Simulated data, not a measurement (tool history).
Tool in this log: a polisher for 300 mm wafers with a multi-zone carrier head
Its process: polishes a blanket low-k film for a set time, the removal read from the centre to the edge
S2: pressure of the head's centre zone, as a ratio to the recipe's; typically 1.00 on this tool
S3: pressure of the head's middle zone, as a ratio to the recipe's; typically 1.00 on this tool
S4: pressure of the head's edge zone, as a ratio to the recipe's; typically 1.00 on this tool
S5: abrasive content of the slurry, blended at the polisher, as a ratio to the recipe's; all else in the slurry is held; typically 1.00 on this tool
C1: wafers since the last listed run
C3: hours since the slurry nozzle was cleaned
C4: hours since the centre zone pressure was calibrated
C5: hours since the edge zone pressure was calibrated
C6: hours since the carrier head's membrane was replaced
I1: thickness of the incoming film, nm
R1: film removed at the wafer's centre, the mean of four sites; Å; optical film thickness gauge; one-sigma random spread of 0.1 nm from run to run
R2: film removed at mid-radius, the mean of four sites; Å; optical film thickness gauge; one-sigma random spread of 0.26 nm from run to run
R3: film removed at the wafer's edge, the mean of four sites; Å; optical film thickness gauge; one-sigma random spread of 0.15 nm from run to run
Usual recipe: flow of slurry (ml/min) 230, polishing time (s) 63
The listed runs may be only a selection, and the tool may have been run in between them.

{"run": 1, "hour": 0.0, "flow of slurry (ml/min)": 230, "S2": 1.0, "S3": 1.0, "S4": 1.0, "S5": 1.0, "polishing time (s)": 63, "C1": 0, "wafers polished on this pad": 210, "C3": 820.1, "C4": 402.6, "C5": 1036.0, "C6": 1256.6, "I1": 734.7, "R1": 155, "R2": 156, "R3": 169}
{"run": 2, "hour": 34.8, "flow of slurry (ml/min)": 230, "S2": 1.0, "S3": 1.0, "S4": 1.0, "S5": 1.0, "polishing time (s)": 63, "C1": 264, "wafers polished on this pad": 474, "C3": 854.9, "C4": 437.4, "C5": 1070.8, "C6": 1291.4, "I1": 755.8, "R1": 155, "R2": 160, "R3": 169}
{"run": 3, "hour": 67.9, "flow of slurry (ml/min)": 230, "S2": 1.0, "S3": 1.0, "S4": 1.08, "S5": 0.85, "polishing time (s)": 63, "C1": 251, "wafers polished on this pad": 726, "C3": 888.0, "C4": 470.5, "C5": 1103.9, "C6": 1324.5, "I1": 752.5, "R1": 142, "R2": 148, "R3": 157}
{"hour": 79.5, "done": "slurry nozzle cleaned"}
{"run": 4, "hour": 88.0, "flow of slurry (ml/min)": 230, "S2": 1.0, "S3": 1.0, "S4": 1.08, "S5": 0.85, "polishing time (s)": 63, "C1": 145, "wafers polished on this pad": 872, "C3": 8.5, "C4": 490.6, "C5": 1124.0, "C6": 1344.6, "I1": 747.0, "R1": 156, "R2": 157, "R3": 172}
{"hour": 113.0, "done": "worn pad replaced by a new one"}
{"run": 5, "hour": 113.5, "flow of slurry (ml/min)": 230, "S2": 1.0, "S3": 1.0, "S4": 1.0, "S5": 1.0, "polishing time (s)": 63, "C1": 163, "wafers polished on this pad": 3, "C3": 34.0, "C4": 516.1, "C5": 1149.5, "C6": 1370.1, "I1": 757.1, "R1": 168, "R2": 170, "R3": 179}
{"run": 6, "hour": 139.6, "flow of slurry (ml/min)": 230, "S2": 1.0, "S3": 1.0, "S4": 1.05, "S5": 1.0, "polishing time (s)": 63, "C1": 198, "wafers polished on this pad": 202, "C3": 60.1, "C4": 542.2, "C5": 1175.6, "C6": 1396.2, "I1": 743.5, "R1": 170, "R2": 170, "R3": 184}
{"hour": 150.7, "done": "edge zone pressure recalibrated"}
{"run": 7, "hour": 163.4, "flow of slurry (ml/min)": 230, "S2": 1.0, "S3": 1.0, "S4": 1.05, "S5": 1.0, "polishing time (s)": 63, "C1": 165, "wafers polished on this pad": 367, "C3": 83.9, "C4": 566.0, "C5": 12.7, "C6": 1420.0, "I1": 752.4, "R1": 169, "R2": 168, "R3": 181}
{"hour": 175.1, "done": "carrier head's membrane replaced by a new one"}
{"run": 8, "hour": 187.8, "flow of slurry (ml/min)": 230, "S2": 1.0, "S3": 1.0, "S4": 1.05, "S5": 1.0, "polishing time (s)": 63, "C1": 147, "wafers polished on this pad": 515, "C3": 108.3, "C4": 590.4, "C5": 37.1, "C6": 12.7, "I1": 762.6, "R1": 167, "R2": 172, "R3": 186}
{"run": 9, "hour": 220.8, "flow of slurry (ml/min)": 230, "S2": 1.0, "S3": 1.0, "S4": 1.0, "S5": 1.0, "polishing time (s)": 63, "C1": 251, "wafers polished on this pad": 766, "C3": 141.3, "C4": 623.4, "C5": 70.1, "C6": 45.7, "I1": 755.3, "R1": 169, "R2": 167, "R3": 180}
{"hour": 227.5, "done": "worn pad replaced by a new one"}
{"run": 10, "hour": 256.4, "flow of slurry (ml/min)": 190, "S2": 1.0, "S3": 1.0, "S4": 1.1, "S5": 1.0, "polishing time (s)": 63, "C1": 240, "wafers polished on this pad": 219, "C3": 176.9, "C4": 659.0, "C5": 105.7, "C6": 81.3, "I1": 740.8, "R1": 163, "R2": 164, "R3": 179}
{"hour": 258.7, "done": "centre zone pressure recalibrated"}
{"run": 11, "hour": 272.7, "flow of slurry (ml/min)": 230, "S2": 1.0, "S3": 1.0, "S4": 1.0, "S5": 1.0, "polishing time (s)": 63, "C1": 108, "wafers polished on this pad": 328, "C3": 193.2, "C4": 14.0, "C5": 122.0, "C6": 97.6, "I1": 744.9, "R1": 168, "R2": 169, "R3": 176}
{"run": 12, "hour": 296.3, "flow of slurry (ml/min)": 270, "S2": 0.89, "S3": 1.0, "S4": 1.0, "S5": 1.0, "polishing time (s)": 63, "C1": 179, "wafers polished on this pad": 508, "C3": 216.8, "C4": 37.6, "C5": 145.6, "C6": 121.2, "I1": 734.0, "R1": 154, "R2": 173, "R3": 178}
{"run": 13, "hour": 312.7, "flow of slurry (ml/min)": 190, "S2": 1.0, "S3": 0.96, "S4": 1.0, "S5": 1.0, "polishing time (s)": 80, "C1": 124, "wafers polished on this pad": 632, "C3": 233.2, "C4": 54.0, "C5": 162.0, "C6": 137.6, "I1": 734.2, "R1": 206, "R2": 203, "R3": 221}
{"run": 14, "hour": 334.6, "flow of slurry (ml/min)": 230, "S2": 1.0, "S3": 1.0, "S4": 0.89, "S5": 1.0, "polishing time (s)": 74, "C1": 166, "wafers polished on this pad": 799, "C3": 255.1, "C4": 75.9, "C5": 183.9, "C6": 159.5, "I1": 749.1, "R1": 195, "R2": 195, "R3": 197}
{"run": 15, "hour": 351.6, "flow of slurry (ml/min)": 205, "S2": 1.0, "S3": 1.0, "S4": 1.11, "S5": 1.0, "polishing time (s)": 63, "C1": 129, "wafers polished on this pad": 928, "C3": 272.1, "C4": 92.9, "C5": 200.9, "C6": 176.5, "I1": 743.7, "R1": 162, "R2": 169, "R3": 185}
{"hour": 365.6, "done": "worn pad replaced by a new one"}
{"run": 16, "hour": 382.5, "flow of slurry (ml/min)": 180, "S2": 1.0, "S3": 1.0, "S4": 1.0, "S5": 1.0, "polishing time (s)": 63, "C1": 204, "wafers polished on this pad": 128, "C3": 303.0, "C4": 123.8, "C5": 231.8, "C6": 207.4, "I1": 750.9, "R1": 158, "R2": 162, "R3": 172}
{"run": 17, "hour": 410.3, "flow of slurry (ml/min)": 310, "S2": 0.96, "S3": 1.0, "S4": 1.0, "S5": 1.0, "polishing time (s)": 63, "C1": 211, "wafers polished on this pad": 339, "C3": 330.8, "C4": 151.6, "C5": 259.6, "C6": 235.2, "I1": 753.5, "R1": 169, "R2": 174, "R3": 181}
{"run": 18, "hour": 446.2, "flow of slurry (ml/min)": 230, "S2": 1.0, "S3": 1.0, "S4": 1.0, "S5": 1.0, "polishing time (s)": 63, "C1": 273, "wafers polished on this pad": 612, "C3": 366.7, "C4": 187.5, "C5": 295.5, "C6": 271.1, "I1": 758.1, "R1": 166, "R2": 165, "R3": 176}
{"run": 19, "hour": 466.2, "flow of slurry (ml/min)": 295, "S2": 1.0, "S3": 1.0, "S4": 1.0, "S5": 1.0, "polishing time (s)": 75, "C1": 152, "wafers polished on this pad": 765, "C3": 386.7, "C4": 207.5, "C5": 315.5, "C6": 291.1, "I1": 750.7, "R1": 203, "R2": 209, "R3": 213}
{"hour": 493.1, "done": "worn pad replaced by a new one"}
{"run": 20, "hour": 493.5, "flow of slurry (ml/min)": 230, "S2": 1.0, "S3": 1.0, "S4": 1.0, "S5": 1.0, "polishing time (s)": 63, "C1": 177, "wafers polished on this pad": 3, "C3": 414.0, "C4": 234.8, "C5": 342.8, "C6": 318.4, "I1": 757.0, "R1": 164, "R2": 166, "R3": 174}
{"run": 21, "hour": 523.1, "flow of slurry (ml/min)": 230, "S2": 1.0, "S3": 1.1, "S4": 1.0, "S5": 1.0, "polishing time (s)": 63, "C1": 225, "wafers polished on this pad": 228, "C3": 443.6, "C4": 264.4, "C5": 372.4, "C6": 348.0, "I1": 749.8, "R1": 162, "R2": 186, "R3": 175}

What the log doesn't show, run by run:
removal rate lost through wear of the pad, %: 0 at every run
deviation of the centre zone's pressure from its setpoint, %: 0 at every run
deviation of the edge zone's pressure from its setpoint, %: 0 at every run
H1: slurry flow missing at the pad, %
run=1 H1=41.2
run=2 H1=42.8
run=3 H1=44.4
run=4 H1=1.5
run=5 H1=2.72
run=6 H1=3.96
run=7 H1=5.1
run=8 H1=6.26
run=9 H1=7.84
run=10 H1=9.53
run=11 H1=10.3
run=12 H1=11.4
run=13 H1=12.2
run=14 H1=13.3
run=15 H1=14.1
run=16 H1=15.5
run=17 H1=16.9
run=18 H1=18.6
run=19 H1=19.5
run=20 H1=20.8
run=21 H1=22.2
